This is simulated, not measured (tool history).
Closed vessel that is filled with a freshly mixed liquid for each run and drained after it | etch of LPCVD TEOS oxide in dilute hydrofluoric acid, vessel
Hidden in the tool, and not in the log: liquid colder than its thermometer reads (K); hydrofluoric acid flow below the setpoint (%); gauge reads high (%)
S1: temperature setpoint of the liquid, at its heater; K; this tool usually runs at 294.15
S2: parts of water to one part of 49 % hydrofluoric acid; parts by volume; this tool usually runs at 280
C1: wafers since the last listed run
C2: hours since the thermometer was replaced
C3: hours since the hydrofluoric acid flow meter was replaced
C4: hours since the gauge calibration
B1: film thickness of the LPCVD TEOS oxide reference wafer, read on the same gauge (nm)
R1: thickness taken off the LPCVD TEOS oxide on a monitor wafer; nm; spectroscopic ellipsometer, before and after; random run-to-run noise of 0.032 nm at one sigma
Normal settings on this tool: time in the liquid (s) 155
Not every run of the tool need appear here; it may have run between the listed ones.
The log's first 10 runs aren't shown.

-- hour=98.9 thermometer replaced
-- hour=104.1 gauge calibrated
run 11 hour=113.9 | S1=294.15 S2=280 time_in_the_liquid_(s)=155 | C1=1698 C2=15.0 C3=2310.8 C4=9.8 | B1=120.03 | R1=7.13
run 12 hour=124.6 | S1=294.15 S2=280 time_in_the_liquid_(s)=155 | C1=1180 C2=25.7 C3=2321.5 C4=20.5 | B1=120.00 | R1=7.13
run 13 hour=138.5 | S1=294.15 S2=280 time_in_the_liquid_(s)=155 | C1=1533 C2=39.6 C3=2335.4 C4=34.4 | B1=120.00 | R1=7.08
run 14 hour=152.8 | S1=294.15 S2=280 time_in_the_liquid_(s)=155 | C1=1577 C2=53.9 C3=2349.7 C4=48.7 | B1=119.99 | R1=7.08
run 15 hour=162.0 | S1=294.15 S2=370 time_in_the_liquid_(s)=155 | C1=1014 C2=63.1 C3=2358.9 C4=57.9 | B1=120.00 | R1=4.90
run 16 hour=175.0 | S1=294.15 S2=280 time_in_the_liquid_(s)=235 | C1=1433 C2=76.1 C3=2371.9 C4=70.9 | B1=119.99 | R1=10.77
run 17 hour=192.4 | S1=294.15 S2=370 time_in_the_liquid_(s)=155 | C1=1919 C2=93.5 C3=2389.3 C4=88.3 | B1=119.98 | R1=4.90
-- hour=207.4 hydrofluoric acid flow meter replaced
run 18 hour=208.4 | S1=294.15 S2=390 time_in_the_liquid_(s)=125 | C1=1654 C2=109.5 C3=1.0 C4=104.3 | B1=120.02 | R1=4.40
run 19 hour=226.0 | S1=297.15 S2=360 time_in_the_liquid_(s)=105 | C1=1941 C2=127.1 C3=18.6 C4=121.9 | B1=120.02 | R1=4.57
run 20 hour=239.4 | S1=294.15 S2=230 time_in_the_liquid_(s)=65 | C1=1478 C2=140.5 C3=32.0 C4=135.3 | B1=120.01 | R1=4.49
run 21 hour=256.3 | S1=294.15 S2=280 time_in_the_liquid_(s)=155 | C1=1864 C2=157.4 C3=48.9 C4=152.2 | B1=120.01 | R1=8.39
run 22 hour=262.7 | S1=294.15 S2=280 time_in_the_liquid_(s)=235 | C1=705 C2=163.8 C3=55.3 C4=158.6 | B1=119.98 | R1=12.65
run 23 hour=280.6 | S1=290.15 S2=325 time_in_the_liquid_(s)=195 | C1=1974 C2=181.7 C3=73.2 C4=176.5 | B1=119.98 | R1=7.55
run 24 hour=295.9 | S1=292.15 S2=385 time_in_the_liquid_(s)=225 | C1=1687 C2=197.0 C3=88.5 C4=191.8 | B1=120.01 | R1=7.48
run 25 hour=311.1 | S1=290.15 S2=245 time_in_the_liquid_(s)=155 | C1=1676 C2=212.2 C3=103.7 C4=207.0 | B1=119.99 | R1=8.46
run 26 hour=324.6 | S1=290.15 S2=415 time_in_the_liquid_(s)=155 | C1=1489 C2=225.7 C3=117.2 C4=220.5 | B1=120.01 | R1=4.37
run 27 hour=341.3 | S1=292.65 S2=195 time_in_the_liquid_(s)=70 | C1=1842 C2=242.4 C3=133.9 C4=237.2 | B1=120.00 | R1=5.56
run 28 hour=359.2 | S1=294.15 S2=280 time_in_the_liquid_(s)=155 | C1=1974 C2=260.3 C3=151.8 C4=255.1 | B1=120.02 | R1=8.35
run 29 hour=372.2 | S1=290.15 S2=360 time_in_the_liquid_(s)=70 | C1=1433 C2=273.3 C3=164.8 C4=268.1 | B1=119.97 | R1=2.35
run 30 hour=388.3 | S1=294.15 S2=410 time_in_the_liquid_(s)=120 | C1=1775 C2=289.4 C3=180.9 C4=284.2 | B1=120.00 | R1=3.93
run 31 hour=403.9 | S1=294.15 S2=280 time_in_the_liquid_(s)=155 | C1=1720 C2=305.0 C3=196.5 C4=299.8 | B1=120.00 | R1=8.28
run 32 hour=417.8 | S1=294.15 S2=280 time_in_the_liquid_(s)=155 | C1=1533 C2=318.9 C3=210.4 C4=313.7 | B1=120.00 | R1=8.33
run 33 hour=430.4 | S1=294.15 S2=370 time_in_the_liquid_(s)=155 | C1=1389 C2=331.5 C3=223.0 C4=326.3 | B1=120.02 | R1=5.84
-- hour=432.7 gauge calibrated
run 34 hour=436.6 | S1=295.65 S2=200 time_in_the_liquid_(s)=245 | C1=683 C2=337.7 C3=229.2 C4=3.9 | B1=120.01 | R1=21.02

Predict each of these 3 candidate next runs independently; none follows another, all start after run 34:
run A hour=437.3 | S1=294.15 S2=280 time_in_the_liquid_(s)=75 | C1=77 C2=338.4 C3=229.9 C4=4.6 | B1=? | R1=?
run B hour=437.3 | S1=291.65 S2=200 time_in_the_liquid_(s)=220 | C1=77 C2=338.4 C3=229.9 C4=4.6 | B1=? | R1=?
run C hour=437.3 | S1=294.15 S2=280 time_in_the_liquid_(s)=100 | C1=77 C2=338.4 C3=229.9 C4=4.6 | B1=? | R1=?

run=A B1=119.98 R1=4.02
run=B B1=119.98 R1=16.20
run=C B1=119.98 R1=5.36
With no hidden state in the tool, these same runs would have given:
run=A R1=4.12
run=B R1=16.57
run=C R1=5.49

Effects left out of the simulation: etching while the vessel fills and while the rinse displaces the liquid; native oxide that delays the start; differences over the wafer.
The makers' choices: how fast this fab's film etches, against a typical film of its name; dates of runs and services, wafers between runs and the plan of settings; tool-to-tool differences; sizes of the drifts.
